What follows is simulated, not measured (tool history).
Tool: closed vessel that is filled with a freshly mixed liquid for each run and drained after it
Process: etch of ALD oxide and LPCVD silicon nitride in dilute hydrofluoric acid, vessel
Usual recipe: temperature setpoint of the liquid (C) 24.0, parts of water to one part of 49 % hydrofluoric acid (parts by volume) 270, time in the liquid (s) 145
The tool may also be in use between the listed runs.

run	hour	temperature setpoint of the liquid (C)	parts of water to one part of 49 % hydrofluoric acid (parts by volume)	time in the liquid (s)	read-back film thickness of the ALD oxide reference wafer, read on the same gauge (nm)	read-back film thickness of the LPCVD silicon nitride reference wafer, read on the same gauge (nm)	thickness taken off the ALD oxide on a monitor wafer (nm)	thickness taken off the LPCVD silicon nitride on a monitor wafer (nm)
1	0.0	24.0	315	145	120.02	149.995	5.45	0.232
2	47.0	24.0	315	145	119.96	150.008	5.53	0.272
3	94.7	24.0	270	90	119.96	149.983	4.14	0.180
4	127.1	24.0	270	145	120.02	149.986	6.79	0.234
5	179.2	26.0	175	95	119.96	149.989	8.16	0.284
6	249.5	24.0	270	145	120.01	149.974	6.81	0.280
7	284.4	22.0	225	105	119.98	149.998	5.74	0.219
8	318.9	28.5	175	205	120.02	149.966	19.40	0.638
9	366.8	26.0	200	170	119.99	150.000	12.54	0.440
10	391.1	20.0	270	145	119.98	149.968	5.93	0.189
11	438.9	24.0	270	145	120.01	149.972	6.82	0.285
# hour 478.2: gauge calibrated
12	481.3	19.5	205	145	120.02	149.986	8.16	0.216
13	544.3	24.0	270	145	120.00	149.997	6.88	0.243
14	571.7	24.0	270	85	120.02	150.013	4.07	0.201
# hour 573.4: hydrofluoric acid flow meter replaced
# hour 573.7: thermometer replaced
15	641.0	24.0	270	145	120.02	150.014	6.70	0.303
16	694.5	24.0	270	145	119.98	149.987	6.70	0.356
17	848.6	24.0	135	185	120.03	149.972	19.98	0.778
18	899.8	22.5	215	110	120.00	149.974	6.50	0.254
19	970.3	20.0	185	80	120.00	149.967	5.15	0.191
20	996.5	24.0	270	145	120.02	149.974	6.92	0.303
21	1029.6	24.0	270	145	120.00	150.002	6.84	0.258
22	1089.4	19.5	190	100	120.00	150.024	6.18	0.172
23	1148.2	24.0	400	145	120.01	150.035	4.16	0.187
24	1174.7	24.0	270	145	119.98	149.952	6.89	0.244
25	1222.1	19.5	355	100	119.99	150.017	2.87	0.099

Below are 5 alternative next runs, each starting from the tool's condition after run 25. Predict each:
A	1222.8	24.0	270	145	?	?	?	?
B	1222.8	28.5	270	145	?	?	?	?
C	1222.8	24.0	270	185	?	?	?	?
D	1222.8	25.5	400	210	?	?	?	?
E	1222.8	24.0	315	75	?	?	?	?

run	read-back film thickness of the ALD oxide reference wafer, read on the same gauge (nm)	read-back film thickness of the LPCVD silicon nitride reference wafer, read on the same gauge (nm)	thickness taken off the ALD oxide on a monitor wafer (nm)	thickness taken off the LPCVD silicon nitride on a monitor wafer (nm)
A	120.01	149.974	7.01	0.251
B	120.01	149.974	8.20	0.330
C	120.01	149.974	8.94	0.321
D	120.01	149.974	6.40	0.270
E	120.01	149.974	2.98	0.112
What these runs would have given with no unlogged condition in the tool:
run	thickness taken off the ALD oxide on a monitor wafer (nm)	thickness taken off the LPCVD silicon nitride on a monitor wafer (nm)
A	6.70	0.246
B	7.82	0.323
C	8.54	0.314
D	6.08	0.264
E	2.84	0.109
